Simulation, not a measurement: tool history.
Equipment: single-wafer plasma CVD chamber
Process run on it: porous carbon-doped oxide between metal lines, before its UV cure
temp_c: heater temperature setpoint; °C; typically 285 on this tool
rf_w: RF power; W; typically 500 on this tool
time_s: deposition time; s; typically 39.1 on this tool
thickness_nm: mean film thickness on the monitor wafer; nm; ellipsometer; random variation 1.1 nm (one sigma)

run	day	temp_c	rf_w	time_s	wafers since the last listed run	hours since the last thermocouple change	hours since the last RF generator calibration	hours since the showerhead was replaced	hours since the gauge calibration	read-back reference wafer on the same gauge, thickness_nm	thickness_nm
1	0	285	500	39.1	0	1655.4	2028	2029.3	936	271.251	218.856
2	2.242	285	500	39.1	1199	1709.2	2081.8	2083.1	989.8	270.556	217.157
3	3.275	285	500	39.1	552	1734	2106.6	2107.9	1014.6	270.786	216.249
4	5.696	285	500	39.1	1295	1792.1	2164.7	2166	1072.7	271.1	217.936
# day 5.708: gauge calibrated
5	7.854	285	500	39.1	1155	1843.9	2216.5	2217.8	51.5	270.749	214.759
6	8.954	285	500	39.1	588	1870.3	2242.9	2244.2	77.9	270.893	213.928
7	11.512	277	500	37.2	1369	1931.7	2304.3	2305.6	139.3	270.918	215.522
8	13.488	277	500	37.2	1056	1979.1	2351.7	2353	186.7	270.558	214.125
9	14.758	277	500	37.2	680	2009.6	2382.2	2383.5	217.2	271.073	213.666
10	17.333	276	500	39.1	1378	2071.4	2444	2445.3	279	270.925	223.182
11	19.104	285	500	39.1	947	2113.9	2486.5	2487.8	321.5	270.841	209.359
# day 19.5: RF generator calibrated
# day 19.554: showerhead replaced
12	20.562	285	500	39.1	573	2148.9	25.5	24.2	356.5	271.165	233.256
13	22.25	285	500	39.1	903	2189.4	66	64.7	397	271.292	231.319
14	25.204	285	500	39.1	1580	2260.3	136.9	135.6	467.9	271.432	233.148
15	27.846	285	500	39.1	1413	2323.7	200.3	199	531.3	271.04	231.606
16	28.854	285	500	39.1	539	2347.9	224.5	223.2	555.5	271.096	231.205
17	30.217	294	500	42.4	729	2380.6	257.2	255.9	588.2	270.964	237.663
18	32.021	272	525	39.1	965	2423.9	300.5	299.2	631.5	270.893	264.709
19	34.646	296	500	35.3	1404	2486.9	363.5	362.2	694.5	270.992	193.103
20	36.117	277	575	35.7	787	2522.2	398.8	397.5	729.8	271.141	248.911
21	37.583	296	415	39.1	784	2557.4	434	432.7	765	270.897	178.535
22	39	299	465	39.1	758	2591.4	468	466.7	799	270.998	195.245
# day 40.862: thermocouple changed; heater temperature recalibrated
23	41.862	285	500	39.1	1353	24	536.7	535.4	867.7	270.87	241.053
24	44.338	280	500	39.1	1324	83.4	596.1	594.8	927.1	271.038	246.287
# day 45.462: gauge calibrated
25	47.2	285	455	39.1	1531	152.1	664.8	663.5	41.7	270.788	220.048
26	48.329	285	500	35.6	604	179.2	691.9	690.6	68.8	271.122	217.977
27	50.071	290	545	35.2	932	221	733.7	732.4	110.6	270.847	222.278
28	52.808	277	500	32.7	1465	286.7	799.4	798.1	176.3	270.977	211.893
29	54.779	296	435	33	1054	334	846.7	845.4	223.6	270.691	165.007
30	57.725	273	500	31.4	1576	404.7	917.4	916.1	294.3	271.046	209.701
31	59.167	285	500	39.1	771	439.3	952	950.7	328.9	271.072	237.483
32	60.496	273	500	31.4	711	471.2	983.9	982.6	360.8	270.966	210.342

4 ways to go on from here, each from the tool as it stands after run 32. What would each give?
A	60.512	285	500	39.1	8	471.6	984.3	983	361.2	?	?
B	60.512	299	500	39.1	8	471.6	984.3	983	361.2	?	?
C	60.512	296	465	44.4	8	471.6	984.3	983	361.2	?	?
D	60.512	285	500	45.9	8	471.6	984.3	983	361.2	?	?

run	read-back reference wafer on the same gauge, thickness_nm	thickness_nm
A	271.206	234.923
B	271.206	213.656
C	271.206	231.227
D	271.206	274.733
What these runs would have given with no unlogged condition in the tool:
run	thickness_nm
A	237.921
B	216.41
C	234.628
D	278.24
